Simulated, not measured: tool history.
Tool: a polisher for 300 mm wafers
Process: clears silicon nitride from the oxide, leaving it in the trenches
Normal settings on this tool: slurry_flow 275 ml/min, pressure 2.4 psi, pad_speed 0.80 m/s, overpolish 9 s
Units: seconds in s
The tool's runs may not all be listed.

| run | day | slurry_flow | pressure | pad_speed | overpolish | incoming thickness of the incoming film, nm | seconds |
|---|---|---|---|---|---|---|---|
| 1 | 0.000 | 275 | 2.4 | 0.80 | 9 | 80.4 | 149.4 |
|  | 1.288 | worn pad replaced by a new one |
| 2 | 1.671 | 275 | 2.4 | 0.80 | 9 | 79.5 | 135.4 |
| 3 | 3.238 | 215 | 2.4 | 0.86 | 9 | 80.0 | 140.4 |
|  | 5.071 | slurry nozzle cleaned |
| 4 | 5.383 | 215 | 2.4 | 0.86 | 9 | 80.5 | 139.8 |
| 5 | 6.483 | 215 | 2.4 | 0.86 | 9 | 79.8 | 135.8 |
| 6 | 8.562 | 275 | 2.4 | 0.96 | 9 | 78.7 | 123.3 |
| 7 | 10.875 | 275 | 2.4 | 0.96 | 9 | 79.9 | 128.3 |
| 8 | 13.529 | 275 | 2.4 | 0.58 | 9 | 78.3 | 172.3 |
|  | 14.708 | worn pad replaced by a new one |
| 9 | 14.729 | 275 | 2.4 | 0.80 | 9 | 78.8 | 135.9 |
| 10 | 16.038 | 275 | 2.4 | 0.80 | 9 | 80.8 | 139.8 |
| 11 | 17.954 | 275 | 2.4 | 0.80 | 9 | 81.0 | 136.8 |
|  | 18.717 | slurry nozzle cleaned |
| 12 | 19.621 | 275 | 2.4 | 0.80 | 9 | 79.9 | 138.0 |
| 13 | 21.662 | 275 | 2.4 | 0.80 | 9 | 79.2 | 137.0 |
| 14 | 24.158 | 275 | 2.4 | 0.80 | 9 | 80.1 | 141.9 |
| 15 | 26.246 | 275 | 2.4 | 0.80 | 9 | 79.2 | 141.3 |
|  | 27.483 | worn pad replaced by a new one |
|  | 28.383 | head pressure recalibrated |
| 16 | 28.608 | 275 | 2.4 | 0.80 | 9 | 79.1 | 142.5 |
| 17 | 30.475 | 275 | 2.4 | 0.80 | 9 | 80.2 | 142.9 |
| 18 | 32.733 | 235 | 2.4 | 0.80 | 7 | 80.2 | 144.7 |
|  | 33.350 | slurry nozzle cleaned |
| 19 | 34.996 | 240 | 2.9 | 0.80 | 7 | 79.5 | 127.3 |
| 20 | 36.812 | 275 | 2.4 | 0.62 | 9 | 80.9 | 169.1 |
| 21 | 39.396 | 275 | 2.4 | 0.80 | 9 | 81.0 | 149.9 |
|  | 41.375 | worn pad replaced by a new one |
| 22 | 41.633 | 275 | 2.4 | 0.80 | 9 | 79.6 | 133.2 |
| 23 | 44.021 | 340 | 3.1 | 1.00 | 14 | 79.2 | 97.4 |
| 24 | 45.779 | 215 | 2.4 | 0.86 | 9 | 78.8 | 131.6 |
| 25 | 47.233 | 275 | 2.4 | 0.92 | 9 | 81.4 | 124.9 |
|  | 49.062 | slurry nozzle cleaned |
| 26 | 50.183 | 315 | 2.4 | 0.80 | 9 | 79.5 | 133.1 |
| 27 | 51.233 | 275 | 1.7 | 0.54 | 14 | 81.0 | 214.3 |
| 28 | 52.662 | 225 | 2.4 | 1.08 | 9 | 79.3 | 120.1 |
|  | 54.300 | worn pad replaced by a new one |
| 29 | 55.500 | 195 | 2.7 | 0.80 | 9 | 80.2 | 126.1 |
| 30 | 59.900 | 365 | 3.0 | 0.90 | 6 | 80.9 | 107.5 |
| 31 | 61.288 | 275 | 2.4 | 0.80 | 9 | 79.1 | 132.1 |

Forecast each of these 4 alternatives for the next run:
| A | 61.308 | 230 | 2.4 | 0.80 | 9 | 78.8 | ? |
| B | 61.308 | 210 | 3.0 | 0.80 | 9 | 78.8 | ? |
| C | 61.308 | 235 | 2.4 | 0.80 | 11 | 78.8 | ? |
| D | 61.308 | 215 | 1.6 | 0.94 | 6 | 78.8 | ? |

| run | seconds |
|---|---|
| A | 135.2 |
| B | 118.9 |
| C | 134.8 |
| D | 154.2 |
What these runs would have given with no unlogged condition in the tool:
| run | seconds |
|---|---|
| A | 139.9 |
| B | 123.1 |
| C | 139.6 |
| D | 159.7 |
